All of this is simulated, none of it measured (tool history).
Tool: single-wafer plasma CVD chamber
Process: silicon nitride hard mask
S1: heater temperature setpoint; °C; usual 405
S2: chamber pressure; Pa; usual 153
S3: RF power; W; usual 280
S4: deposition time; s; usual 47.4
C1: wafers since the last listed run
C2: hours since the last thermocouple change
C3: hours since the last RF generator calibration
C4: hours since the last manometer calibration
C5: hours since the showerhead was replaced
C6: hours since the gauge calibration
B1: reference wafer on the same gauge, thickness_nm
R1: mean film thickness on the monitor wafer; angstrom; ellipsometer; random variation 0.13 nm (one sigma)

| run | hour | S1 | S2 | S3 | S4 | C1 | C2 | C3 | C4 | C5 | C6 | B1 | R1 |
|---|---|---|---|---|---|---|---|---|---|---|---|---|---|
| 1 | 0.0 | 405 | 153 | 315 | 47.4 | 0 | 1108.6 | 1940.3 | 978.9 | 5141.7 | 617.5 | 42.294 | 486.97 |
| 2 | 50.6 | 405 | 153 | 325 | 44.4 | 864 | 1159.2 | 1990.9 | 1029.5 | 5192.3 | 668.1 | 42.302 | 467.43 |
| 3 | 78.2 | 405 | 153 | 325 | 44.4 | 471 | 1186.8 | 2018.5 | 1057.1 | 5219.9 | 695.7 | 42.303 | 467.00 |
| 4 | 136.5 | 405 | 153 | 325 | 44.4 | 996 | 1245.1 | 2076.8 | 1115.4 | 5278.2 | 754.0 | 42.286 | 467.48 |
| 5 | 170.8 | 405 | 153 | 280 | 47.4 | 586 | 1279.4 | 2111.1 | 1149.7 | 5312.5 | 788.3 | 42.316 | 437.58 |
| 6 | 240.7 | 405 | 153 | 280 | 47.4 | 1194 | 1349.3 | 2181.0 | 1219.6 | 5382.4 | 858.2 | 42.301 | 435.11 |
|  | 250.0 | gauge calibrated |
| 7 | 291.2 | 405 | 153 | 280 | 47.4 | 862 | 1399.8 | 2231.5 | 1270.1 | 5432.9 | 41.2 | 42.305 | 433.19 |
| 8 | 336.5 | 405 | 153 | 280 | 47.4 | 773 | 1445.1 | 2276.8 | 1315.4 | 5478.2 | 86.5 | 42.342 | 431.69 |
|  | 344.6 | capacitance manometer re-zeroed and calibrated |
|  | 371.2 | showerhead replaced |
| 9 | 378.2 | 405 | 121 | 325 | 47.4 | 439 | 1486.8 | 2318.5 | 33.6 | 7.0 | 128.2 | 42.306 | 471.88 |
|  | 422.9 | RF generator calibrated |
| 10 | 427.2 | 405 | 153 | 320 | 47.4 | 700 | 1535.8 | 4.3 | 82.6 | 56.0 | 177.2 | 42.281 | 529.74 |
|  | 452.5 | thermocouple changed; heater temperature recalibrated |
| 11 | 461.7 | 399 | 117 | 280 | 37.9 | 452 | 9.2 | 38.8 | 117.1 | 90.5 | 211.7 | 42.336 | 347.16 |
| 12 | 492.7 | 398 | 184 | 280 | 47.4 | 529 | 40.2 | 69.8 | 148.1 | 121.5 | 242.7 | 42.276 | 496.76 |
| 13 | 559.4 | 392 | 183 | 280 | 51.7 | 1139 | 106.9 | 136.5 | 214.8 | 188.2 | 309.4 | 42.287 | 544.87 |
| 14 | 607.5 | 398 | 184 | 280 | 47.4 | 821 | 155.0 | 184.6 | 262.9 | 236.3 | 357.5 | 42.297 | 494.15 |
| 15 | 646.0 | 405 | 153 | 280 | 47.4 | 657 | 193.5 | 223.1 | 301.4 | 274.8 | 396.0 | 42.274 | 468.15 |

3 ways to go on from here, each from the tool as it stands after run 15. What would each give?
| A | 646.4 | 405 | 153 | 280 | 47.4 | 6 | 193.9 | 223.5 | 301.8 | 275.2 | 396.4 | ? | ? |
| B | 646.4 | 396 | 179 | 335 | 47.4 | 6 | 193.9 | 223.5 | 301.8 | 275.2 | 396.4 | ? | ? |
| C | 646.4 | 405 | 153 | 255 | 47.4 | 6 | 193.9 | 223.5 | 301.8 | 275.2 | 396.4 | ? | ? |

| run | B1 | R1 |
|---|---|---|
| A | 42.314 | 467.80 |
| B | 42.314 | 571.42 |
| C | 42.314 | 428.63 |
Without the tool's hidden state the same runs would have given:
| run | R1 |
|---|---|
| A | 480.29 |
| B | 585.54 |
| C | 440.33 |
